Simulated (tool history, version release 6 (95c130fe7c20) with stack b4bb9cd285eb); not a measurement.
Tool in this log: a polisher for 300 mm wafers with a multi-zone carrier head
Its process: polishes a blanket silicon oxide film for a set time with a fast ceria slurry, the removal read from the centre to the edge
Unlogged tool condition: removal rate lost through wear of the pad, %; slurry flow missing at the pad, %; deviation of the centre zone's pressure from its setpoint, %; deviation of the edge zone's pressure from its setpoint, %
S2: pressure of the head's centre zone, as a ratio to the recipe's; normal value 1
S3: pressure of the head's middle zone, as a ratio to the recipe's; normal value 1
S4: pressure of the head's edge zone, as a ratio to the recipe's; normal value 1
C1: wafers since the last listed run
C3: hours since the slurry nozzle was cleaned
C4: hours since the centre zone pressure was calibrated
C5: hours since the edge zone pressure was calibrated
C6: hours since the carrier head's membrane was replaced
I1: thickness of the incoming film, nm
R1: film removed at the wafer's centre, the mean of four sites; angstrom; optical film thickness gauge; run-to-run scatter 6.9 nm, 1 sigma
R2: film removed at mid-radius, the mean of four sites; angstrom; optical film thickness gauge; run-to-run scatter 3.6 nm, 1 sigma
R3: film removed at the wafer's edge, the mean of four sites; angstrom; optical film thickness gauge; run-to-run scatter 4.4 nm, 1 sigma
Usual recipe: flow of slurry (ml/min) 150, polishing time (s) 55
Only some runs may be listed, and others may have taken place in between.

run 1 day=0 | flow_of_slurry_(ml/min)=150 S2=1 S3=1 S4=1 polishing_time_(s)=55 | C1=0 wafers_polished_on_this_pad=46 C3=57.4 C4=1077.1 C5=874.6 C6=840.4 | I1=3434.8 | R1=5500 R2=5566 R3=5675
run 2 day=1.2 | flow_of_slurry_(ml/min)=150 S2=1 S3=1 S4=1 polishing_time_(s)=55 | C1=369 wafers_polished_on_this_pad=415 C3=86.2 C4=1105.9 C5=903.4 C6=869.2 | I1=3407.3 | R1=5201 R2=5265 R3=5360
run 3 day=2.604 | flow_of_slurry_(ml/min)=150 S2=1 S3=1 S4=1 polishing_time_(s)=55 | C1=431 wafers_polished_on_this_pad=847 C3=119.9 C4=1139.6 C5=937.1 C6=902.9 | I1=3453.5 | R1=5088 R2=5163 R3=5232
-- day=3.125 worn pad replaced by a new one
run 4 day=3.15 | flow_of_slurry_(ml/min)=190 S2=0.96 S3=1 S4=1 polishing_time_(s)=55 | C1=116 wafers_polished_on_this_pad=7 C3=133 C4=1152.7 C5=950.2 C6=916 | I1=3505.7 | R1=5482 R2=5778 R3=5938
run 5 day=4.483 | flow_of_slurry_(ml/min)=150 S2=1 S3=1 S4=1 polishing_time_(s)=55 | C1=410 wafers_polished_on_this_pad=417 C3=165 C4=1184.7 C5=982.2 C6=948 | I1=3475.3 | R1=5176 R2=5318 R3=5310
run 6 day=5.062 | flow_of_slurry_(ml/min)=150 S2=1 S3=1 S4=1 polishing_time_(s)=55 | C1=178 wafers_polished_on_this_pad=595 C3=178.9 C4=1198.6 C5=996.1 C6=961.9 | I1=3480.9 | R1=5053 R2=5267 R3=5307
run 7 day=5.904 | flow_of_slurry_(ml/min)=150 S2=1 S3=1 S4=1 polishing_time_(s)=55 | C1=258 wafers_polished_on_this_pad=854 C3=199.1 C4=1218.8 C5=1016.3 C6=982.1 | I1=3487.6 | R1=5188 R2=5211 R3=5306
-- day=6.042 edge zone pressure recalibrated
-- day=6.625 worn pad replaced by a new one
run 8 day=7.404 | flow_of_slurry_(ml/min)=150 S2=1 S3=1 S4=1 polishing_time_(s)=50 | C1=384 wafers_polished_on_this_pad=239 C3=235.1 C4=1254.8 C5=32.7 C6=1018.1 | I1=3549.8 | R1=4784 R2=4858 R3=4943
-- day=7.658 slurry nozzle cleaned
run 9 day=8.792 | flow_of_slurry_(ml/min)=150 S2=1 S3=1 S4=1 polishing_time_(s)=55 | C1=413 wafers_polished_on_this_pad=653 C3=27.2 C4=1288.1 C5=66 C6=1051.4 | I1=3474.8 | R1=5162 R2=5156 R3=5254
run 10 day=9.671 | flow_of_slurry_(ml/min)=150 S2=1 S3=1.12 S4=1 polishing_time_(s)=55 | C1=270 wafers_polished_on_this_pad=923 C3=48.3 C4=1309.2 C5=87.1 C6=1072.5 | I1=3551.1 | R1=4955 R2=5633 R3=5185
-- day=9.883 worn pad replaced by a new one
-- day=10.404 carrier head's membrane replaced by a new one
-- day=10.95 centre zone pressure recalibrated
run 11 day=10.992 | flow_of_slurry_(ml/min)=190 S2=0.96 S3=1 S4=1 polishing_time_(s)=55 | C1=265 wafers_polished_on_this_pad=250 C3=80 C4=1 C5=118.8 C6=14.1 | I1=3406.6 | R1=5182 R2=5439 R3=5445
run 12 day=11.679 | flow_of_slurry_(ml/min)=150 S2=0.91 S3=1 S4=1 polishing_time_(s)=55 | C1=211 wafers_polished_on_this_pad=462 C3=96.5 C4=17.5 C5=135.3 C6=30.6 | I1=3485.6 | R1=4730 R2=5242 R3=5332
run 13 day=12.371 | flow_of_slurry_(ml/min)=105 S2=1 S3=1 S4=0.9 polishing_time_(s)=55 | C1=212 wafers_polished_on_this_pad=675 C3=113.1 C4=34.1 C5=151.9 C6=47.2 | I1=3480.9 | R1=4964 R2=4915 R3=4778
run 14 day=13.233 | flow_of_slurry_(ml/min)=150 S2=1 S3=0.91 S4=0.92 polishing_time_(s)=55 | C1=265 wafers_polished_on_this_pad=940 C3=133.8 C4=54.8 C5=172.6 C6=67.9 | I1=3434.3 | R1=5097 R2=4697 R3=5034
-- day=13.871 worn pad replaced by a new one
run 15 day=14.017 | flow_of_slurry_(ml/min)=150 S2=1 S3=1 S4=1 polishing_time_(s)=65 | C1=189 wafers_polished_on_this_pad=44 C3=152.6 C4=73.6 C5=191.4 C6=86.7 | I1=3480.5 | R1=6467 R2=6648 R3=6622
-- day=16.233 slurry nozzle cleaned
run 16 day=16.888 | flow_of_slurry_(ml/min)=170 S2=1 S3=1 S4=0.92 polishing_time_(s)=55 | C1=870 wafers_polished_on_this_pad=914 C3=15.7 C4=142.5 C5=260.3 C6=155.6 | I1=3508.4 | R1=5215 R2=5251 R3=5167
-- day=17.275 worn pad replaced by a new one
run 17 day=17.667 | flow_of_slurry_(ml/min)=150 S2=1 S3=1 S4=0.91 polishing_time_(s)=55 | C1=188 wafers_polished_on_this_pad=120 C3=34.4 C4=161.2 C5=279 C6=174.3 | I1=3453.2 | R1=5467 R2=5405 R3=5245

Forecast each of these 5 alternatives for the next run:
run A day=17.683 | flow_of_slurry_(ml/min)=150 S2=1 S3=1 S4=1 polishing_time_(s)=55 | C1=5 wafers_polished_on_this_pad=125 C3=34.8 C4=161.6 C5=279.4 C6=174.7 | I1=3498.6 | R1=? R2=? R3=?
run B day=17.683 | flow_of_slurry_(ml/min)=150 S2=1 S3=0.92 S4=0.91 polishing_time_(s)=55 | C1=5 wafers_polished_on_this_pad=125 C3=34.8 C4=161.6 C5=279.4 C6=174.7 | I1=3498.6 | R1=? R2=? R3=?
run C day=17.683 | flow_of_slurry_(ml/min)=150 S2=1 S3=1.07 S4=0.88 polishing_time_(s)=55 | C1=5 wafers_polished_on_this_pad=125 C3=34.8 C4=161.6 C5=279.4 C6=174.7 | I1=3498.6 | R1=? R2=? R3=?
run D day=17.683 | flow_of_slurry_(ml/min)=150 S2=1 S3=1 S4=0.97 polishing_time_(s)=55 | C1=5 wafers_polished_on_this_pad=125 C3=34.8 C4=161.6 C5=279.4 C6=174.7 | I1=3498.6 | R1=? R2=? R3=?
run E day=17.683 | flow_of_slurry_(ml/min)=170 S2=0.9 S3=1 S4=1 polishing_time_(s)=55 | C1=5 wafers_polished_on_this_pad=125 C3=34.8 C4=161.6 C5=279.4 C6=174.7 | I1=3498.6 | R1=? R2=? R3=?

run=A R1=5353 R2=5365 R3=5467
run=B R1=5350 R2=5003 R3=5242
run=C R1=5355 R2=5683 R3=5155
run=D R1=5353 R2=5365 R3=5390
run=E R1=4901 R2=5455 R3=5531
With no hidden state in the tool, these same runs would have given:
run=A R1=5620 R2=5634 R3=5741
run=B R1=5617 R2=5254 R3=5505
run=C R1=5623 R2=5968 R3=5413
run=D R1=5620 R2=5634 R3=5660
run=E R1=5147 R2=5728 R3=5808
